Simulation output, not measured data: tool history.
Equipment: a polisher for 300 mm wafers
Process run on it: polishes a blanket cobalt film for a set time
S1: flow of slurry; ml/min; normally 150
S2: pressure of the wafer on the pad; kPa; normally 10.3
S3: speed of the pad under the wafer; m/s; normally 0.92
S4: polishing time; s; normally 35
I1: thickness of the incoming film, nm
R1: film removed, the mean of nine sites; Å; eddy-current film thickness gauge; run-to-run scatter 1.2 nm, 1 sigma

{"run": 1, "hour": 0.0, "S1": 150, "S2": 10.3, "S3": 0.7, "S4": 35, "I1": 1608.8, "R1": 1056}
{"run": 2, "hour": 57.1, "S1": 150, "S2": 10.3, "S3": 0.7, "S4": 35, "I1": 1568.1, "R1": 1051}
{"run": 3, "hour": 120.4, "S1": 150, "S2": 10.3, "S3": 0.92, "S4": 35, "I1": 1610.9, "R1": 1368}
{"run": 4, "hour": 179.9, "S1": 150, "S2": 10.3, "S3": 0.92, "S4": 35, "I1": 1607, "R1": 1365}
{"run": 5, "hour": 253.7, "S1": 150, "S2": 10.3, "S3": 0.92, "S4": 35, "I1": 1573.8, "R1": 1374}
{"run": 6, "hour": 313.4, "S1": 150, "S2": 13.1, "S3": 0.92, "S4": 35, "I1": 1594.7, "R1": 1632}
{"hour": 324.1, "done": "head pressure recalibrated"}
{"hour": 350.8, "done": "slurry nozzle cleaned"}
{"run": 7, "hour": 354.1, "S1": 150, "S2": 13.1, "S3": 0.92, "S4": 35, "I1": 1622.2, "R1": 1565}
{"hour": 381.5, "done": "worn pad replaced by a new one"}
{"run": 8, "hour": 439.3, "S1": 150, "S2": 13.1, "S3": 0.92, "S4": 35, "I1": 1605.4, "R1": 1548}
{"run": 9, "hour": 521.7, "S1": 150, "S2": 10.3, "S3": 0.78, "S4": 35, "I1": 1578.1, "R1": 1097}
{"run": 10, "hour": 592.4, "S1": 125, "S2": 10.3, "S3": 0.92, "S4": 35, "I1": 1620.2, "R1": 1258}
{"run": 11, "hour": 648.5, "S1": 150, "S2": 10.3, "S3": 0.74, "S4": 35, "I1": 1602.8, "R1": 1028}
{"run": 12, "hour": 692.9, "S1": 150, "S2": 10.3, "S3": 0.92, "S4": 35, "I1": 1607.6, "R1": 1265}
{"hour": 785.2, "done": "head pressure recalibrated, repeated, since the last time left the tool worse"}
{"run": 13, "hour": 786.7, "S1": 115, "S2": 10.3, "S3": 0.8, "S4": 45, "I1": 1594.2, "R1": 1546}
{"hour": 797.2, "done": "worn pad replaced by a new one"}
{"hour": 805.1, "done": "slurry nozzle cleaned"}
{"run": 14, "hour": 843.4, "S1": 150, "S2": 10.3, "S3": 0.92, "S4": 35, "I1": 1592.7, "R1": 1422}
{"run": 15, "hour": 1146.3, "S1": 150, "S2": 10.3, "S3": 0.92, "S4": 35, "I1": 1590.7, "R1": 1371}
{"run": 16, "hour": 1188.4, "S1": 150, "S2": 11, "S3": 0.6, "S4": 44, "I1": 1570.3, "R1": 1180}
{"hour": 1252.1, "done": "slurry nozzle cleaned"}
{"hour": 1289.9, "done": "worn pad replaced by a new one"}
{"hour": 1450.8, "done": "head pressure recalibrated"}
{"run": 17, "hour": 1497.3, "S1": 100, "S2": 9, "S3": 0.68, "S4": 35, "I1": 1606.1, "R1": 913}
{"run": 18, "hour": 1545.7, "S1": 190, "S2": 10.3, "S3": 0.92, "S4": 25, "I1": 1593.2, "R1": 1027}
{"run": 19, "hour": 1603.8, "S1": 150, "S2": 10.3, "S3": 1.06, "S4": 31, "I1": 1603.6, "R1": 1455}
{"hour": 1628.8, "done": "slurry nozzle cleaned"}
{"hour": 1668.9, "done": "worn pad replaced by a new one"}
{"run": 20, "hour": 1882.5, "S1": 100, "S2": 7.6, "S3": 1.16, "S4": 35, "I1": 1606.1, "R1": 1351}
{"run": 21, "hour": 1967.0, "S1": 150, "S2": 10.3, "S3": 1.06, "S4": 31, "I1": 1611.3, "R1": 1400}
{"run": 22, "hour": 2024.1, "S1": 150, "S2": 10.3, "S3": 0.92, "S4": 35, "I1": 1598.1, "R1": 1386}
{"hour": 2090.9, "done": "slurry nozzle cleaned"}
{"run": 23, "hour": 2112.4, "S1": 150, "S2": 10.3, "S3": 1.22, "S4": 35, "I1": 1578.8, "R1": 1844}
{"hour": 2133.7, "done": "worn pad replaced by a new one"}
{"run": 24, "hour": 2159.8, "S1": 150, "S2": 10.3, "S3": 0.92, "S4": 35, "I1": 1620.7, "R1": 1365}

Below are 5 alternative next runs, each starting from the tool's condition after run 24. Predict each:
{"run": "A", "hour": 2160.2, "S1": 150, "S2": 10.3, "S3": 0.92, "S4": 24, "I1": 1584.7, "R1": "?"}
{"run": "B", "hour": 2160.2, "S1": 150, "S2": 9, "S3": 1.16, "S4": 35, "I1": 1584.7, "R1": "?"}
{"run": "C", "hour": 2160.2, "S1": 190, "S2": 10.3, "S3": 0.68, "S4": 35, "I1": 1584.7, "R1": "?"}
{"run": "D", "hour": 2160.2, "S1": 110, "S2": 10.3, "S3": 0.92, "S4": 35, "I1": 1584.7, "R1": "?"}
{"run": "E", "hour": 2160.2, "S1": 150, "S2": 11.7, "S3": 0.92, "S4": 35, "I1": 1584.7, "R1": "?"}

run=A R1=933
run=B R1=1554
run=C R1=1030
run=D R1=1316
run=E R1=1488
Stripped of hidden state, with their random variation kept, the same runs would have yielded:
run=A R1=976
run=B R1=1626
run=C R1=1078
run=D R1=1377
run=E R1=1557

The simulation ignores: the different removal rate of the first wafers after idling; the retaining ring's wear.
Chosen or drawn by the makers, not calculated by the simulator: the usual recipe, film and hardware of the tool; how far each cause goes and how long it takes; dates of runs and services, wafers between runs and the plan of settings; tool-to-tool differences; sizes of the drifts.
